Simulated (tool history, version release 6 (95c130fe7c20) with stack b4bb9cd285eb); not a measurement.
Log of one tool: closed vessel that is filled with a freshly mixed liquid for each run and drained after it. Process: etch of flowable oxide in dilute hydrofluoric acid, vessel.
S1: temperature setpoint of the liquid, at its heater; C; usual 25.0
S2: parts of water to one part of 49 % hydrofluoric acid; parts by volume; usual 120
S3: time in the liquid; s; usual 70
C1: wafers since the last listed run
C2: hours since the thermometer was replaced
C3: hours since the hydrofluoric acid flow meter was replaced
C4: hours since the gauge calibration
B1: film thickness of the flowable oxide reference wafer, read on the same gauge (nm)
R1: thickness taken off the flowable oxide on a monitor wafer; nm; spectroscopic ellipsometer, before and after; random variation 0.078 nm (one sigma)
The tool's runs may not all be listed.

Run 1, hour 0.0: usual settings; C1 0; C2 835.6; C3 615.0; C4 4036.9; B1 50.03. Result: R1 20.06 nm.
Run 2, hour 83.8: usual settings; C1 8686; C2 919.4; C3 698.8; C4 4120.7; B1 49.99. Result: R1 20.28 nm.
Run 3, hour 126.8: usual settings but S1 24.0 C; C1 4457; C2 962.4; C3 741.8; C4 4163.7; B1 50.03. Result: R1 19.46 nm.
Run 4, hour 211.6: usual settings but S1 24.0 C; C1 8790; C2 1047.2; C3 826.6; C4 4248.5; B1 49.99. Result: R1 19.60 nm.
At hour 259.0: gauge calibrated.
Run 5, hour 316.1: usual settings but S1 23.0 C, S2 85 parts by volume; C1 10832; C2 1151.7; C3 931.1; C4 57.1; B1 50.01. Result: R1 27.66 nm.
Run 6, hour 380.3: usual settings but S1 23.0 C, S2 85 parts by volume; C1 6654; C2 1215.9; C3 995.3; C4 121.3; B1 49.99. Result: R1 27.63 nm.
Run 7, hour 591.0: usual settings but S1 23.0 C, S2 85 parts by volume; C1 21840; C2 1426.6; C3 1206.0; C4 332.0; B1 50.01. Result: R1 27.96 nm.
Run 8, hour 642.4: usual settings; C1 5327; C2 1478.0; C3 1257.4; C4 383.4; B1 49.95. Result: R1 20.52 nm.
At hour 653.5: thermometer replaced.
Run 9, hour 686.0: usual settings; C1 4415; C2 32.5; C3 1301.0; C4 427.0; B1 50.02. Result: R1 19.59 nm.
Run 10, hour 781.3: usual settings but S2 100 parts by volume, S3 60 s; C1 9878; C2 127.8; C3 1396.3; C4 522.3; B1 49.97. Result: R1 21.01 nm.
Run 11, hour 837.9: usual settings but S1 28.0 C, S2 180 parts by volume, S3 40 s; C1 5867; C2 184.4; C3 1452.9; C4 578.9; B1 50.02. Result: R1 7.88 nm.
Run 12, hour 874.9: usual settings; C1 3835; C2 221.4; C3 1489.9; C4 615.9; B1 49.98. Result: R1 19.73 nm.
At hour 907.5: hydrofluoric acid flow meter replaced.
Run 13, hour 911.9: usual settings; C1 3731; C2 258.4; C3 4.4; C4 652.9; B1 49.99. Result: R1 19.75 nm.
Run 14, hour 989.0: usual settings but S1 20.5 C, S2 60 parts by volume; C1 7991; C2 335.5; C3 81.5; C4 730.0; B1 49.96. Result: R1 35.55 nm.
Run 15, hour 1049.0: usual settings but S1 27.0 C, S3 105 s; C1 6219; C2 395.5; C3 141.5; C4 790.0; B1 49.99. Result: R1 32.09 nm.
Run 16, hour 1142.9: usual settings but S2 75 parts by volume, S3 85 s; C1 9733; C2 489.4; C3 235.4; C4 883.9; B1 49.97. Result: R1 41.03 nm.
Run 17, hour 1196.5: usual settings but S2 100 parts by volume, S3 45 s; C1 5556; C2 543.0; C3 289.0; C4 937.5; B1 49.99. Result: R1 15.77 nm.
Run 18, hour 1271.9: usual settings but S2 70 parts by volume; C1 7815; C2 618.4; C3 364.4; C4 1012.9; B1 50.03. Result: R1 36.59 nm.
Run 19, hour 1348.6: usual settings but S1 28.5 C, S2 150 parts by volume; C1 7950; C2 695.1; C3 441.1; C4 1089.6; B1 50.01. Result: R1 17.53 nm.
Run 20, hour 1411.6: usual settings; C1 6530; C2 758.1; C3 504.1; C4 1152.6; B1 49.99. Result: R1 20.00 nm.
Run 21, hour 1507.6: usual settings but S1 23.0 C, S2 135 parts by volume; C1 9951; C2 854.1; C3 600.1; C4 1248.6; B1 50.01. Result: R1 16.30 nm.
Run 22, hour 1580.2: usual settings but S1 22.5 C, S2 135 parts by volume, S3 95 s; C1 7525; C2 926.7; C3 672.7; C4 1321.2; B1 50.02. Result: R1 21.59 nm.
Run 23, hour 1629.0: usual settings but S3 60 s; C1 5058; C2 975.5; C3 721.5; C4 1370.0; B1 50.00. Result: R1 17.24 nm.
Run 24, hour 1735.5: usual settings but S1 22.5 C, S2 150 parts by volume, S3 45 s; C1 11039; C2 1082.0; C3 828.0; C4 1476.5; B1 50.00. Result: R1 9.15 nm.
Run 25, hour 1799.9: usual settings but S3 80 s; C1 6675; C2 1146.4; C3 892.4; C4 1540.9; B1 49.98. Result: R1 23.27 nm.
Run 26, hour 1851.2: usual settings; C1 5317; C2 1197.7; C3 943.7; C4 1592.2; B1 50.00. Result: R1 20.31 nm.
Run 27, hour 1913.2: usual settings but S2 155 parts by volume, S3 40 s; C1 6426; C2 1259.7; C3 1005.7; C4 1654.2; B1 50.02. Result: R1 8.65 nm.
Run 28, hour 1976.4: usual settings but S3 50 s; C1 6551; C2 1322.9; C3 1068.9; C4 1717.4; B1 50.00. Result: R1 14.46 nm.
Run 29, hour 2025.8: usual settings but S2 85 parts by volume; C1 5120; C2 1372.3; C3 1118.3; C4 1766.8; B1 50.01. Result: R1 30.37 nm.
Run 30, hour 2128.7: usual settings but S3 40 s; C1 10666; C2 1475.2; C3 1221.2; C4 1869.7; B1 50.03. Result: R1 11.70 nm.
Run 31, hour 2176.6: usual settings; C1 4965; C2 1523.1; C3 1269.1; C4 1917.6; B1 50.02. Result: R1 20.49 nm.
Run 32, hour 2296.4: usual settings; C1 12418; C2 1642.9; C3 1388.9; C4 2037.4; B1 50.02. Result: R1 20.49 nm.

Hidden state at the last listed run before each entry between runs and at the first one after, where it differs:
Between runs 4 and 5: gauge calibrated (hour 259.0)
  liquid hotter than its thermometer reads (K): 0.754 -> 0.829
  measured less the result without the state, R1: +0.57 -> +0.91 nm
Between runs 8 and 9: thermometer replaced (hour 653.5)
  liquid hotter than its thermometer reads (K): 1.06 -> 0.0382
  measured less the result without the state, R1: +0.82 -> +0.03 nm
Between runs 12 and 13: hydrofluoric acid flow meter replaced (hour 907.5)
  liquid hotter than its thermometer reads (K): 0.173 -> 0.2
  measured less the result without the state, R1: +0.13 -> +0.16 nm
